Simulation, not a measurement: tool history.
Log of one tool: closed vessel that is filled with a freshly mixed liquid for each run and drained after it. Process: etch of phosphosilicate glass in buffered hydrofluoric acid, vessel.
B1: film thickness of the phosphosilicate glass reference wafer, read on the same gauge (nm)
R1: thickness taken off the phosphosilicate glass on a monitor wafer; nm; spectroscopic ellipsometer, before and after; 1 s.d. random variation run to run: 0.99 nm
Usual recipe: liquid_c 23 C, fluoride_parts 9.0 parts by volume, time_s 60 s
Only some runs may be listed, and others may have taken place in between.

run 1 hour=0.0 | liquid_c=23 fluoride_parts=9.0 time_s=60 | B1=70.03 | R1=311.38
run 2 hour=24.2 | liquid_c=23 fluoride_parts=9.0 time_s=60 | B1=69.99 | R1=311.61
run 3 hour=51.4 | liquid_c=23 fluoride_parts=9.0 time_s=60 | B1=70.03 | R1=311.81
run 4 hour=73.4 | liquid_c=23 fluoride_parts=9.0 time_s=60 | B1=69.99 | R1=311.34
run 5 hour=91.5 | liquid_c=23 fluoride_parts=9.0 time_s=55 | B1=70.03 | R1=285.88
run 6 hour=104.4 | liquid_c=23 fluoride_parts=9.0 time_s=55 | B1=70.01 | R1=285.32
run 7 hour=131.8 | liquid_c=23 fluoride_parts=9.0 time_s=55 | B1=70.00 | R1=286.28
run 8 hour=148.8 | liquid_c=23 fluoride_parts=9.0 time_s=60 | B1=70.00 | R1=312.06
run 9 hour=172.6 | liquid_c=23 fluoride_parts=9.0 time_s=60 | B1=70.02 | R1=310.77
run 10 hour=201.0 | liquid_c=21 fluoride_parts=9.0 time_s=30 | B1=70.00 | R1=139.08
run 11 hour=213.3 | liquid_c=23 fluoride_parts=9.0 time_s=30 | B1=70.02 | R1=156.01
run 12 hour=240.9 | liquid_c=27 fluoride_parts=10.5 time_s=70 | B1=70.00 | R1=389.97
-- hour=246.6 thermometer replaced
-- hour=268.4 hydrofluoric acid flow meter replaced
run 13 hour=315.1 | liquid_c=18 fluoride_parts=9.0 time_s=75 | B1=70.02 | R1=300.60
-- hour=322.9 gauge calibrated
run 14 hour=339.9 | liquid_c=23 fluoride_parts=9.0 time_s=60 | B1=70.03 | R1=318.75
run 15 hour=367.4 | liquid_c=23 fluoride_parts=9.0 time_s=60 | B1=70.01 | R1=320.75
run 16 hour=379.6 | liquid_c=21 fluoride_parts=5.5 time_s=90 | B1=70.01 | R1=693.90
run 17 hour=411.4 | liquid_c=23 fluoride_parts=9.0 time_s=60 | B1=69.98 | R1=317.95
run 18 hour=447.3 | liquid_c=23 fluoride_parts=6.5 time_s=60 | B1=69.99 | R1=446.49
run 19 hour=480.0 | liquid_c=23 fluoride_parts=12.5 time_s=60 | B1=69.98 | R1=239.65

Below are 3 alternative next runs, each starting from the tool's condition after run 19. Predict each:
run A hour=480.7 | liquid_c=23 fluoride_parts=9.0 time_s=60 | B1=? | R1=?
run B hour=480.7 | liquid_c=19 fluoride_parts=12.0 time_s=45 | B1=? | R1=?
run C hour=480.7 | liquid_c=27 fluoride_parts=7.0 time_s=60 | B1=? | R1=?

run=A B1=70.04 R1=317.45
run=B B1=70.04 R1=148.53
run=C B1=70.04 R1=513.52
Take away the tool's hidden state, keep each run's random variation, and the runs would have read:
run=A R1=317.30
run=B R1=149.23
run=C R1=517.11

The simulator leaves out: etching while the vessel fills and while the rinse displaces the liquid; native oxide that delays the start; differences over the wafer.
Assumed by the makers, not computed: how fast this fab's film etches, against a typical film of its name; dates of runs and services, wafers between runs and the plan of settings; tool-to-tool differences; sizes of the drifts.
